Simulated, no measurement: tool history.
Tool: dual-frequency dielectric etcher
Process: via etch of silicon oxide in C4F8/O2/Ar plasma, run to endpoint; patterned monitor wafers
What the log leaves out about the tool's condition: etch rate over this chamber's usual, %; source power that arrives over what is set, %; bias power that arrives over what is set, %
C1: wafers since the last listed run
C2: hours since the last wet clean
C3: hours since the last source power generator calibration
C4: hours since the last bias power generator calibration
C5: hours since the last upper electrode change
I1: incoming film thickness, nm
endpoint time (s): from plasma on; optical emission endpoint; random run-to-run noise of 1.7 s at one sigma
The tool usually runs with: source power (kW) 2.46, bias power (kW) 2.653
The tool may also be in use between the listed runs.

{"run": 1, "day": 0.0, "source power (kW)": 2.46, "bias power (kW)": 2.653, "C1": 0, "C2": 151.7, "C3": 2207.6, "C4": 4852.4, "C5": 2803.6, "I1": 1452.4, "endpoint time (s)": 243.5}
{"run": 2, "day": 1.333, "source power (kW)": 2.46, "bias power (kW)": 3.127, "C1": 126, "C2": 183.7, "C3": 2239.6, "C4": 4884.4, "C5": 2835.6, "I1": 1447.2, "endpoint time (s)": 226.4}
{"run": 3, "day": 2.825, "source power (kW)": 2.46, "bias power (kW)": 3.127, "C1": 141, "C2": 219.5, "C3": 2275.4, "C4": 4920.2, "C5": 2871.4, "I1": 1442.4, "endpoint time (s)": 227.5}
{"run": 4, "day": 3.908, "source power (kW)": 2.46, "bias power (kW)": 3.127, "C1": 102, "C2": 245.5, "C3": 2301.4, "C4": 4946.2, "C5": 2897.4, "I1": 1457.1, "endpoint time (s)": 228.8}
{"day": 4.317, "done": "source power generator calibrated"}
{"day": 5.458, "done": "upper electrode replaced"}
{"run": 5, "day": 5.479, "source power (kW)": 2.46, "bias power (kW)": 2.653, "C1": 38, "C2": 283.2, "C3": 27.9, "C4": 4983.9, "C5": 0.5, "I1": 1437.5, "endpoint time (s)": 240.9}
{"run": 6, "day": 6.146, "source power (kW)": 2.46, "bias power (kW)": 2.653, "C1": 63, "C2": 299.2, "C3": 43.9, "C4": 4999.9, "C5": 16.5, "I1": 1445.7, "endpoint time (s)": 242}
{"run": 7, "day": 7.088, "source power (kW)": 2.46, "bias power (kW)": 2.653, "C1": 89, "C2": 321.8, "C3": 66.5, "C4": 5022.5, "C5": 39.1, "I1": 1464.8, "endpoint time (s)": 249.1}
{"run": 8, "day": 8.483, "source power (kW)": 2.46, "bias power (kW)": 2.653, "C1": 132, "C2": 355.3, "C3": 100, "C4": 5056, "C5": 72.6, "I1": 1454.5, "endpoint time (s)": 249.2}
{"run": 9, "day": 9.562, "source power (kW)": 2.46, "bias power (kW)": 2.653, "C1": 102, "C2": 381.2, "C3": 125.9, "C4": 5081.9, "C5": 98.5, "I1": 1461.8, "endpoint time (s)": 249.1}
{"run": 10, "day": 10.196, "source power (kW)": 2.86, "bias power (kW)": 2.653, "C1": 60, "C2": 396.4, "C3": 141.1, "C4": 5097.1, "C5": 113.7, "I1": 1460.2, "endpoint time (s)": 234.5}
{"run": 11, "day": 13.129, "source power (kW)": 2.86, "bias power (kW)": 2.653, "C1": 278, "C2": 466.8, "C3": 211.5, "C4": 5167.5, "C5": 184.1, "I1": 1450.5, "endpoint time (s)": 234.7}
{"day": 14.971, "done": "wet clean of the chamber"}
{"run": 12, "day": 14.992, "source power (kW)": 2.46, "bias power (kW)": 2.653, "C1": 81, "C2": 0.5, "C3": 256.2, "C4": 5212.2, "C5": 228.8, "I1": 1476.3, "endpoint time (s)": 255.7}
{"run": 13, "day": 15.004, "source power (kW)": 2.65, "bias power (kW)": 2.917, "C1": 1, "C2": 0.8, "C3": 256.5, "C4": 5212.5, "C5": 229.1, "I1": 1440.7, "endpoint time (s)": 237.4}
{"run": 14, "day": 15.367, "source power (kW)": 2.46, "bias power (kW)": 2.653, "C1": 34, "C2": 9.5, "C3": 265.2, "C4": 5221.2, "C5": 237.8, "I1": 1468.8, "endpoint time (s)": 257.5}
{"run": 15, "day": 15.946, "source power (kW)": 2.88, "bias power (kW)": 3.274, "C1": 55, "C2": 23.4, "C3": 279.1, "C4": 5235.1, "C5": 251.7, "I1": 1459.6, "endpoint time (s)": 226.4}
{"run": 16, "day": 17.233, "source power (kW)": 2.46, "bias power (kW)": 2.653, "C1": 122, "C2": 54.3, "C3": 310, "C4": 5266, "C5": 282.6, "I1": 1450.1, "endpoint time (s)": 255.8}
{"run": 17, "day": 18.138, "source power (kW)": 2.65, "bias power (kW)": 2.871, "C1": 85, "C2": 76, "C3": 331.7, "C4": 5287.7, "C5": 304.3, "I1": 1459, "endpoint time (s)": 243.8}
{"run": 18, "day": 19.35, "source power (kW)": 2.08, "bias power (kW)": 2.653, "C1": 115, "C2": 105.1, "C3": 360.8, "C4": 5316.8, "C5": 333.4, "I1": 1460.6, "endpoint time (s)": 272.5}
{"run": 19, "day": 19.867, "source power (kW)": 2.46, "bias power (kW)": 2.653, "C1": 49, "C2": 117.5, "C3": 373.2, "C4": 5329.2, "C5": 345.8, "I1": 1457.3, "endpoint time (s)": 259}
{"run": 20, "day": 20.438, "source power (kW)": 1.97, "bias power (kW)": 1.992, "C1": 54, "C2": 131.2, "C3": 386.9, "C4": 5342.9, "C5": 359.5, "I1": 1457.7, "endpoint time (s)": 304.6}
{"run": 21, "day": 21.025, "source power (kW)": 2.23, "bias power (kW)": 2.653, "C1": 55, "C2": 145.3, "C3": 401, "C4": 5357, "C5": 373.6, "I1": 1441.8, "endpoint time (s)": 264.9}
{"day": 22.412, "done": "bias power generator calibrated"}
{"run": 22, "day": 23.088, "source power (kW)": 2.46, "bias power (kW)": 2.415, "C1": 180, "C2": 194.8, "C3": 450.5, "C4": 16.2, "C5": 423.1, "I1": 1461.9, "endpoint time (s)": 268.1}
{"day": 24.929, "done": "wet clean of the chamber, repeated, since the last time left the tool worse"}
{"run": 23, "day": 24.95, "source power (kW)": 2.23, "bias power (kW)": 2.653, "C1": 81, "C2": 0.5, "C3": 495.2, "C4": 60.9, "C5": 467.8, "I1": 1451.8, "endpoint time (s)": 243.8}
{"run": 24, "day": 25.342, "source power (kW)": 1.99, "bias power (kW)": 3.195, "C1": 37, "C2": 9.9, "C3": 504.6, "C4": 70.3, "C5": 477.2, "I1": 1479, "endpoint time (s)": 245.5}
{"run": 25, "day": 26.3, "source power (kW)": 2.46, "bias power (kW)": 2.653, "C1": 91, "C2": 32.9, "C3": 527.6, "C4": 93.3, "C5": 500.2, "I1": 1451.5, "endpoint time (s)": 242.8}
{"run": 26, "day": 27.158, "source power (kW)": 2.46, "bias power (kW)": 2.355, "C1": 81, "C2": 53.5, "C3": 548.2, "C4": 113.9, "C5": 520.8, "I1": 1448.1, "endpoint time (s)": 252.1}
{"run": 27, "day": 28.462, "source power (kW)": 1.85, "bias power (kW)": 2.891, "C1": 123, "C2": 84.8, "C3": 579.5, "C4": 145.2, "C5": 552.1, "I1": 1463.3, "endpoint time (s)": 258.1}
{"run": 28, "day": 29.633, "source power (kW)": 2.46, "bias power (kW)": 2.231, "C1": 111, "C2": 112.9, "C3": 607.6, "C4": 173.3, "C5": 580.2, "I1": 1447.8, "endpoint time (s)": 259.1}
{"run": 29, "day": 30.817, "source power (kW)": 2.46, "bias power (kW)": 2.461, "C1": 112, "C2": 141.3, "C3": 636, "C4": 201.7, "C5": 608.6, "I1": 1466.1, "endpoint time (s)": 253.1}
{"run": 30, "day": 31.462, "source power (kW)": 2.28, "bias power (kW)": 2.331, "C1": 61, "C2": 156.8, "C3": 651.5, "C4": 217.2, "C5": 624.1, "I1": 1446.7, "endpoint time (s)": 261.9}
{"run": 31, "day": 32.592, "source power (kW)": 1.88, "bias power (kW)": 2.148, "C1": 107, "C2": 183.9, "C3": 678.6, "C4": 244.3, "C5": 651.2, "I1": 1441.6, "endpoint time (s)": 283.5}
{"run": 32, "day": 34.029, "source power (kW)": 2.04, "bias power (kW)": 2.096, "C1": 136, "C2": 218.4, "C3": 713.1, "C4": 278.8, "C5": 685.7, "I1": 1457.2, "endpoint time (s)": 287.8}
{"run": 33, "day": 36.208, "source power (kW)": 2.46, "bias power (kW)": 2.008, "C1": 207, "C2": 270.7, "C3": 765.4, "C4": 331.1, "C5": 738, "I1": 1448.6, "endpoint time (s)": 267.5}
{"run": 34, "day": 37.371, "source power (kW)": 2.46, "bias power (kW)": 2.653, "C1": 110, "C2": 298.6, "C3": 793.3, "C4": 359, "C5": 765.9, "I1": 1455.1, "endpoint time (s)": 243.6}
{"run": 35, "day": 38.45, "source power (kW)": 3.01, "bias power (kW)": 2.936, "C1": 102, "C2": 324.5, "C3": 819.2, "C4": 384.9, "C5": 791.8, "I1": 1469.1, "endpoint time (s)": 224.9}
{"run": 36, "day": 39.333, "source power (kW)": 2.26, "bias power (kW)": 3.267, "C1": 83, "C2": 345.7, "C3": 840.4, "C4": 406.1, "C5": 813, "I1": 1464.9, "endpoint time (s)": 237.9}

Measured minus without-hidden-state, run by run (identical run-to-run variation in each term; gauge scatter may differ):
run=1 endpoint_time_(s)=+1.7
run=2 endpoint_time_(s)=+2.1
run=3 endpoint_time_(s)=+2.6
run=4 endpoint_time_(s)=+3
run=5 endpoint_time_(s)=+3.8
run=6 endpoint_time_(s)=+4
run=7 endpoint_time_(s)=+4.5
run=8 endpoint_time_(s)=+5
run=9 endpoint_time_(s)=+5.4
run=10 endpoint_time_(s)=+5.4
run=11 endpoint_time_(s)=+6.4
run=12 endpoint_time_(s)=+13.9
run=13 endpoint_time_(s)=+12.8
run=14 endpoint_time_(s)=+14.1
run=15 endpoint_time_(s)=+12.6
run=16 endpoint_time_(s)=+14.7
run=17 endpoint_time_(s)=+14.4
run=18 endpoint_time_(s)=+16.6
run=19 endpoint_time_(s)=+15.9
run=20 endpoint_time_(s)=+19
run=21 endpoint_time_(s)=+16.7
run=22 endpoint_time_(s)=+17.8
run=23 endpoint_time_(s)=-0.6
run=24 endpoint_time_(s)=-0.5
run=25 endpoint_time_(s)=-0.2
run=26 endpoint_time_(s)=+0.1
run=27 endpoint_time_(s)=+0.7
run=28 endpoint_time_(s)=+1.1
run=29 endpoint_time_(s)=+1.6
run=30 endpoint_time_(s)=+1.9
run=31 endpoint_time_(s)=+2.5
run=32 endpoint_time_(s)=+3.2
run=33 endpoint_time_(s)=+3.9
run=34 endpoint_time_(s)=+4
run=35 endpoint_time_(s)=+4
run=36 endpoint_time_(s)=+4.6

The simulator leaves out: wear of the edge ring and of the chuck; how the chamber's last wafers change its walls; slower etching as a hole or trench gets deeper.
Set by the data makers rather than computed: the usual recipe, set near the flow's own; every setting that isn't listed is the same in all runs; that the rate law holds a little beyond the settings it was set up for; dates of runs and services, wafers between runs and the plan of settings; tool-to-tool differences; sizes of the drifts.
